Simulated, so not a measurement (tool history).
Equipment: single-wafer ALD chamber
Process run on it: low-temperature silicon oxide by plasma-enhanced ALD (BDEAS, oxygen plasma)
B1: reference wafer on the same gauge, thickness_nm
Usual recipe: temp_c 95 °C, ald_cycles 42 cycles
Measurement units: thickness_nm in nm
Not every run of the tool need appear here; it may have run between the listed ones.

{"run": 1, "hour": 0.0, "temp_c": 95, "ald_cycles": 42, "B1": 5.089, "thickness_nm": 5.809}
{"run": 2, "hour": 6.1, "temp_c": 100, "ald_cycles": 44, "B1": 5.09, "thickness_nm": 6.013}
{"run": 3, "hour": 21.7, "temp_c": 100, "ald_cycles": 44, "B1": 5.092, "thickness_nm": 5.963}
{"run": 4, "hour": 35.3, "temp_c": 100, "ald_cycles": 44, "B1": 5.09, "thickness_nm": 5.981}
{"run": 5, "hour": 48.0, "temp_c": 95, "ald_cycles": 42, "B1": 5.093, "thickness_nm": 5.802}
{"run": 6, "hour": 59.8, "temp_c": 95, "ald_cycles": 42, "B1": 5.093, "thickness_nm": 5.805}
{"run": 7, "hour": 71.8, "temp_c": 87, "ald_cycles": 42, "B1": 5.088, "thickness_nm": 5.955}
{"run": 8, "hour": 81.2, "temp_c": 87, "ald_cycles": 42, "B1": 5.086, "thickness_nm": 5.971}
{"run": 9, "hour": 99.0, "temp_c": 86, "ald_cycles": 42, "B1": 5.087, "thickness_nm": 6.011}
{"hour": 114.3, "done": "thermocouple changed; heater temperature recalibrated"}
{"run": 10, "hour": 114.8, "temp_c": 86, "ald_cycles": 42, "B1": 5.09, "thickness_nm": 5.986}
{"run": 11, "hour": 121.2, "temp_c": 95, "ald_cycles": 42, "B1": 5.091, "thickness_nm": 5.822}
{"run": 12, "hour": 138.6, "temp_c": 95, "ald_cycles": 42, "B1": 5.091, "thickness_nm": 5.803}
{"run": 13, "hour": 149.1, "temp_c": 95, "ald_cycles": 47, "B1": 5.088, "thickness_nm": 6.53}
{"run": 14, "hour": 163.1, "temp_c": 95, "ald_cycles": 36, "B1": 5.09, "thickness_nm": 4.983}

What does the tool deliver on the next run?
{"hour": 170.0, "done": "gauge calibrated"}
{"run": 15, "hour": 176.4, "temp_c": 91, "ald_cycles": 37, "B1": "?", "thickness_nm": "?"}

{"run 15": {"B1": 5.091, "thickness_nm": 5.174}}
Without the tool's hidden state the same run would have given thickness_nm 5.174 nm.
